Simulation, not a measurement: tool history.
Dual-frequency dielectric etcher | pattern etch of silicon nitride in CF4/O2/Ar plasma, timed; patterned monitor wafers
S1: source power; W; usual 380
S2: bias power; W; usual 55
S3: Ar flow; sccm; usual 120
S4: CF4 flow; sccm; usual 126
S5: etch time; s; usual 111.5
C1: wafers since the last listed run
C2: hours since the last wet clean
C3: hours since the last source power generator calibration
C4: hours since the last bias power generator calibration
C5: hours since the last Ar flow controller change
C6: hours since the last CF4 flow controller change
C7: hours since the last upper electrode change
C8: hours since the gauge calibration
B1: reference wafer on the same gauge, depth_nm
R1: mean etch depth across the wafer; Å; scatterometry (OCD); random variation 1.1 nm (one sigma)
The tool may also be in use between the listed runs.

| run | day | S1 | S2 | S3 | S4 | S5 | C1 | C2 | C3 | C4 | C5 | C6 | C7 | C8 | B1 | R1 |
|---|---|---|---|---|---|---|---|---|---|---|---|---|---|---|---|---|
| 1 | 0 | 380 | 55 | 120 | 126 | 111.5 | 0 | 51.6 | 1646.4 | 1175.5 | 2220 | 2410.6 | 5252.5 | 165.2 | 203.8 | 1639 |
| 2 | 1.292 | 380 | 55 | 120 | 150 | 111.5 | 296 | 82.6 | 1677.4 | 1206.5 | 2251 | 2441.6 | 5283.5 | 196.2 | 204.3 | 1665 |
| 3 | 9.712 | 380 | 55 | 120 | 150 | 111.5 | 1932 | 284.7 | 1879.5 | 1408.6 | 2453.1 | 2643.7 | 5485.6 | 398.3 | 204.3 | 1661 |
| 4 | 12.012 | 380 | 55 | 120 | 150 | 111.5 | 527 | 339.9 | 1934.7 | 1463.8 | 2508.3 | 2698.9 | 5540.8 | 453.5 | 203.7 | 1637 |
|  | 14.267 | source power generator calibrated |
| 5 | 14.288 | 380 | 55 | 120 | 126 | 111.5 | 483 | 394.5 | 0.5 | 1518.4 | 2562.9 | 2753.5 | 5595.4 | 508.1 | 203.8 | 1707 |
|  | 16.696 | CF4 flow controller replaced |
|  | 18.038 | gauge calibrated |
|  | 18.654 | wet clean of the chamber |
|  | 20.475 | Ar flow controller replaced |
| 6 | 21.104 | 380 | 55 | 120 | 126 | 111.5 | 1219 | 58.8 | 164.1 | 1682 | 15.1 | 105.8 | 5759 | 73.6 | 204.5 | 1704 |
| 7 | 23.154 | 380 | 55 | 120 | 126 | 111.5 | 470 | 108 | 213.3 | 1731.2 | 64.3 | 155 | 5808.2 | 122.8 | 203.9 | 1691 |
|  | 23.817 | bias power generator calibrated |
| 8 | 25.008 | 410 | 55 | 120 | 126 | 111.5 | 387 | 152.5 | 257.8 | 28.6 | 108.8 | 199.5 | 5852.7 | 167.3 | 204.1 | 1840 |
|  | 26.338 | upper electrode replaced |
| 9 | 27.183 | 290 | 55 | 120 | 157 | 121 | 269 | 204.7 | 310 | 80.8 | 161 | 251.7 | 20.3 | 219.5 | 204.1 | 1409 |
| 10 | 29.238 | 380 | 55 | 100 | 126 | 111.5 | 471 | 254 | 359.3 | 130.1 | 210.3 | 301 | 69.6 | 268.8 | 204.1 | 1715 |
| 11 | 30.412 | 290 | 55 | 120 | 126 | 111.5 | 269 | 282.2 | 387.5 | 158.3 | 238.5 | 329.2 | 97.8 | 297 | 203.9 | 1265 |
| 12 | 32.575 | 380 | 55 | 120 | 126 | 111.5 | 496 | 334.1 | 439.4 | 210.2 | 290.4 | 381.1 | 149.7 | 348.9 | 204 | 1699 |
| 13 | 33.979 | 430 | 59 | 120 | 126 | 111.5 | 322 | 367.8 | 473.1 | 243.9 | 324.1 | 414.8 | 183.4 | 382.6 | 204.5 | 1984 |
| 14 | 36.342 | 450 | 55 | 106 | 126 | 137.5 | 542 | 424.5 | 529.8 | 300.6 | 380.8 | 471.5 | 240.1 | 439.3 | 203.7 | 2512 |

4 ways to go on from here, each from the tool as it stands after run 14. What would each give?
| A | 36.358 | 380 | 55 | 120 | 126 | 111.5 | 3 | 424.9 | 530.2 | 301 | 381.2 | 471.9 | 240.5 | 439.7 | ? | ? |
| B | 36.358 | 380 | 55 | 141 | 114 | 111.5 | 3 | 424.9 | 530.2 | 301 | 381.2 | 471.9 | 240.5 | 439.7 | ? | ? |
| C | 36.358 | 380 | 51 | 120 | 136 | 111.5 | 3 | 424.9 | 530.2 | 301 | 381.2 | 471.9 | 240.5 | 439.7 | ? | ? |
| D | 36.358 | 380 | 55 | 120 | 95 | 111.5 | 3 | 424.9 | 530.2 | 301 | 381.2 | 471.9 | 240.5 | 439.7 | ? | ? |

| run | B1 | R1 |
|---|---|---|
| A | 203.8 | 1695 |
| B | 203.8 | 1655 |
| C | 203.8 | 1657 |
| D | 203.8 | 1653 |
Without the tool's hidden state the same runs would have given:
| run | R1 |
|---|---|
| A | 1723 |
| B | 1683 |
| C | 1685 |
| D | 1680 |

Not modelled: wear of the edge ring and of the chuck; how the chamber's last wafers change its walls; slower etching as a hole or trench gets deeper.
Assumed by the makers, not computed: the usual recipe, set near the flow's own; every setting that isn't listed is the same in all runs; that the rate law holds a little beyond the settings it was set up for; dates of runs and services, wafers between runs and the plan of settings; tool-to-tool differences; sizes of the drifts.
